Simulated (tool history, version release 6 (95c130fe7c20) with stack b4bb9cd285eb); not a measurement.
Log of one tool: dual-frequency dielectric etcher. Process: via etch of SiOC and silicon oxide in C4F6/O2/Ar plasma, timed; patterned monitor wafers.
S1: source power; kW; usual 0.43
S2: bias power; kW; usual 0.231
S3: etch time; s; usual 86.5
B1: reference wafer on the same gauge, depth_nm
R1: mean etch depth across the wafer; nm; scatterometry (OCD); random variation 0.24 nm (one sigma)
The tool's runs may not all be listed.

run,hour,S1,S2,S3,B1,R1
1,0,0.43,0.231,86.5,94.1,117.7
2,61.2,0.43,0.231,86.5,94,116.3
3,109.8,0.43,0.231,86.5,94,116.1
4,305.2,0.39,0.231,86.5,94.1,112.6
5,344.4,0.43,0.231,86.5,94.1,117.4
6,398.2,0.43,0.231,86.5,94,117.4
7,442.7,0.43,0.231,86.5,93.9,117.5
8,532.3,0.43,0.231,86.5,94.1,117.7
9,604.4,0.43,0.231,86.5,94.1,116.2
10,617.4,0.43,0.231,86.5,94,116.6
11,656.7,0.43,0.231,86.5,94.1,113.3
12,715.4,0.53,0.231,108,94,155.4
13,788.1,0.51,0.231,86.5,94,122.5
14,827.3,0.43,0.183,86.5,93.9,101.8
15,882.1,0.43,0.231,73,94,96.8
16,921.8,0.43,0.231,86.5,94,114.9
17,1021.5,0.34,0.278,61.5,94,81.1
18,1121.1,0.51,0.231,70,94,101
19,1184,0.5,0.199,86.5,93.9,114.9
20,1256.4,0.53,0.231,108,94,156

Taken out of this log: 7 entries between the listed runs. Where each belongs, and how the hidden state differs across it:
Between runs 1 and 2: wet clean of the chamber (hour 6)
  etch rate over this chamber's usual, %: 1.52 -> 0.21; bias power that arrives over what is set, %: 4.42 -> 4.47
  measured less the result without the state, R1: +4.3 -> +2.8 nm
Between runs 8 and 9: wet clean of the chamber (hour 579.3); upper electrode replaced (hour 603.9)
  etch rate over this chamber's usual, %: 1.44 -> 0.263; bias power that arrives over what is set, %: 4.76 -> 4.79
  measured less the result without the state, R1: +4.3 -> +3 nm
Between runs 10 and 11: bias power generator calibrated (hour 652.6)
  etch rate over this chamber's usual, %: 0.297 -> 0.399; bias power that arrives over what is set, %: 4.79 -> -0.891
  measured less the result without the state, R1: +3 -> -0.1 nm
Between runs 12 and 13: gauge calibrated (hour 750.6)
  etch rate over this chamber's usual, %: 0.553 -> 0.743; bias power that arrives over what is set, %: -0.58 -> -0.219
  measured less the result without the state, R1: +0.4 -> +0.8 nm
Between runs 13 and 14: source power generator calibrated (hour 825.7)
  etch rate over this chamber's usual, %: 0.743 -> 0.846; bias power that arrives over what is set, %: -0.219 -> -0.0362
  measured less the result without the state, R1: +0.8 -> +0.8 nm
Between runs 19 and 20: wet clean of the chamber (hour 1240.2)
  etch rate over this chamber's usual, %: 1.78 -> -0.0404; bias power that arrives over what is set, %: 1.33 -> 1.55
  measured less the result without the state, R1: +2.7 -> +1.1 nm

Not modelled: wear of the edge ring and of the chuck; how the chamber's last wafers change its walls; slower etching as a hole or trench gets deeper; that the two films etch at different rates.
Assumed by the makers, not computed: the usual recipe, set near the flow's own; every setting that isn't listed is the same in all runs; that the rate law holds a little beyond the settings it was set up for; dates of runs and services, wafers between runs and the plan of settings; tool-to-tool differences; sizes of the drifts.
